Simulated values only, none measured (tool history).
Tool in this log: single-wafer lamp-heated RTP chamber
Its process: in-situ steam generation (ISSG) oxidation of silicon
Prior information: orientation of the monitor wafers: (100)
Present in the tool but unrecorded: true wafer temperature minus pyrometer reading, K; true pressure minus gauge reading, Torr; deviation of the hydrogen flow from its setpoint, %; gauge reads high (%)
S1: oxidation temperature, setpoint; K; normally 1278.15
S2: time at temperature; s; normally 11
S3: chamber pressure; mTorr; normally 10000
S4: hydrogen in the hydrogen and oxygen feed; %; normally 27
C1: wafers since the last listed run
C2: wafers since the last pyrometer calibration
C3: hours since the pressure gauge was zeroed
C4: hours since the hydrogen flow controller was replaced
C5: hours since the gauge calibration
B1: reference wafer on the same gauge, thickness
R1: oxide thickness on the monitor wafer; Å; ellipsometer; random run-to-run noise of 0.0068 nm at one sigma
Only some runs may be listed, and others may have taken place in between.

| run | hour | S1 | S2 | S3 | S4 | C1 | C2 | C3 | C4 | C5 | B1 | R1 |
|---|---|---|---|---|---|---|---|---|---|---|---|---|
| 1 | 0 | 1278.15 | 11 | 10000 | 27 | 0 | 184 | 4749.3 | 3218.2 | 248 | 5.129 | 45.62 |
| 2 | 8.3 | 1278.15 | 11 | 10000 | 27 | 90 | 274 | 4757.6 | 3226.5 | 256.3 | 5.132 | 45.7 |
| 3 | 20.3 | 1278.15 | 11 | 10000 | 27 | 131 | 406 | 4769.6 | 3238.5 | 268.3 | 5.13 | 45.68 |
| 4 | 38.2 | 1278.15 | 11 | 10000 | 27 | 195 | 602 | 4787.5 | 3256.4 | 286.2 | 5.13 | 45.88 |
| 5 | 45 | 1278.15 | 10 | 10000 | 27 | 74 | 676 | 4794.3 | 3263.2 | 293 | 5.13 | 44.02 |
| 6 | 62.8 | 1278.15 | 11 | 10000 | 27 | 194 | 871 | 4812.1 | 3281 | 310.8 | 5.129 | 45.99 |
| 7 | 69.1 | 1278.15 | 11 | 10000 | 27 | 68 | 940 | 4818.4 | 3287.3 | 317.1 | 5.13 | 45.91 |
| 8 | 82.2 | 1278.15 | 11 | 10000 | 27 | 143 | 1083 | 4831.5 | 3300.4 | 330.2 | 5.131 | 45.88 |
| 9 | 92.3 | 1278.15 | 11 | 10000 | 27 | 110 | 1194 | 4841.6 | 3310.5 | 340.3 | 5.131 | 46.02 |
| 10 | 102.7 | 1292.15 | 12 | 10000 | 27 | 113 | 1308 | 4852 | 3320.9 | 350.7 | 5.13 | 50.44 |
| 11 | 111.8 | 1292.15 | 12 | 10000 | 27 | 99 | 1407 | 4861.1 | 3330 | 359.8 | 5.127 | 50.29 |
| 12 | 121.8 | 1292.15 | 12 | 10000 | 27 | 109 | 1517 | 4871.1 | 3340 | 369.8 | 5.128 | 50.54 |
| 13 | 139.2 | 1278.15 | 11 | 10000 | 27 | 190 | 1707 | 4888.5 | 3357.4 | 387.2 | 5.13 | 46.03 |
| 14 | 148.2 | 1278.15 | 11 | 10000 | 27 | 98 | 1806 | 4897.5 | 3366.4 | 396.2 | 5.13 | 46.2 |
| 15 | 162 | 1278.15 | 11 | 10000 | 32 | 151 | 1957 | 4911.3 | 3380.2 | 410 | 5.129 | 47.96 |
| 16 | 177.9 | 1278.15 | 11 | 10000 | 27 | 174 | 2131 | 4927.2 | 3396.1 | 425.9 | 5.134 | 46.11 |
| 17 | 184.6 | 1278.15 | 11 | 10000 | 27 | 73 | 2204 | 4933.9 | 3402.8 | 432.6 | 5.128 | 46.11 |
| 18 | 200.4 | 1278.15 | 11 | 9000 | 27 | 172 | 2377 | 4949.7 | 3418.6 | 448.4 | 5.129 | 47.06 |
|  | 204.1 | gauge calibrated |
|  | 219.4 | pyrometer window cleaned and pyrometer calibrated |
|  | 233.7 | pressure gauge zeroed |
| 19 | 234.2 | 1297.15 | 14 | 10000 | 27 | 194 | 73 | 0.5 | 3452.4 | 30.1 | 5.13 | 54.76 |
| 20 | 246.4 | 1278.15 | 11 | 8600 | 27 | 133 | 207 | 12.7 | 3464.6 | 42.3 | 5.126 | 46.85 |
| 21 | 253.4 | 1273.15 | 11 | 10000 | 27 | 76 | 284 | 19.7 | 3471.6 | 49.3 | 5.133 | 44.8 |
| 22 | 269.1 | 1278.15 | 11 | 8800 | 24 | 171 | 455 | 35.4 | 3487.3 | 65 | 5.129 | 45.48 |
|  | 284.9 | hydrogen flow controller replaced |
| 23 | 310.9 | 1278.15 | 7 | 10000 | 27 | 369 | 825 | 77.2 | 26 | 106.8 | 5.129 | 37.88 |
| 24 | 323.7 | 1285.15 | 11 | 10000 | 27 | 140 | 965 | 90 | 38.8 | 119.6 | 5.131 | 47 |
| 25 | 340.9 | 1266.15 | 11 | 10200 | 31 | 188 | 1154 | 107.2 | 56 | 136.8 | 5.13 | 45.35 |
| 26 | 353.9 | 1278.15 | 11 | 10000 | 27 | 142 | 1296 | 120.2 | 69 | 149.8 | 5.129 | 46.06 |
| 27 | 369.8 | 1266.15 | 11 | 10200 | 22 | 174 | 1470 | 136.1 | 84.9 | 165.7 | 5.13 | 41.81 |
| 28 | 380 | 1278.15 | 11 | 10000 | 27 | 111 | 1582 | 146.3 | 95.1 | 175.9 | 5.131 | 45.86 |
| 29 | 390.3 | 1278.15 | 11 | 10000 | 21 | 112 | 1694 | 156.6 | 105.4 | 186.2 | 5.13 | 43.48 |
| 30 | 405.2 | 1278.15 | 11 | 10000 | 30 | 163 | 1857 | 171.5 | 120.3 | 201.1 | 5.129 | 47.14 |
| 31 | 415.5 | 1278.15 | 11 | 10000 | 27 | 112 | 1970 | 181.8 | 130.6 | 211.4 | 5.13 | 45.88 |

Forecast each of these 4 alternatives for the next run:
| A | 415.9 | 1278.15 | 11 | 10000 | 31 | 4 | 1975 | 182.2 | 131 | 211.8 | ? | ? |
| B | 415.9 | 1278.15 | 11 | 9300 | 27 | 4 | 1975 | 182.2 | 131 | 211.8 | ? | ? |
| C | 415.9 | 1296.15 | 11 | 9300 | 27 | 4 | 1975 | 182.2 | 131 | 211.8 | ? | ? |
| D | 415.9 | 1267.15 | 14 | 10200 | 27 | 4 | 1975 | 182.2 | 131 | 211.8 | ? | ? |

| run | B1 | R1 |
|---|---|---|
| A | 5.129 | 47.52 |
| B | 5.129 | 46.67 |
| C | 5.129 | 49.97 |
| D | 5.129 | 48.77 |
The same runs, with their run-to-run variation unchanged, on a tool lacking any hidden condition would have given:
| run | R1 |
|---|---|
| A | 46.92 |
| B | 46.08 |
| C | 49.24 |
| D | 48.14 |
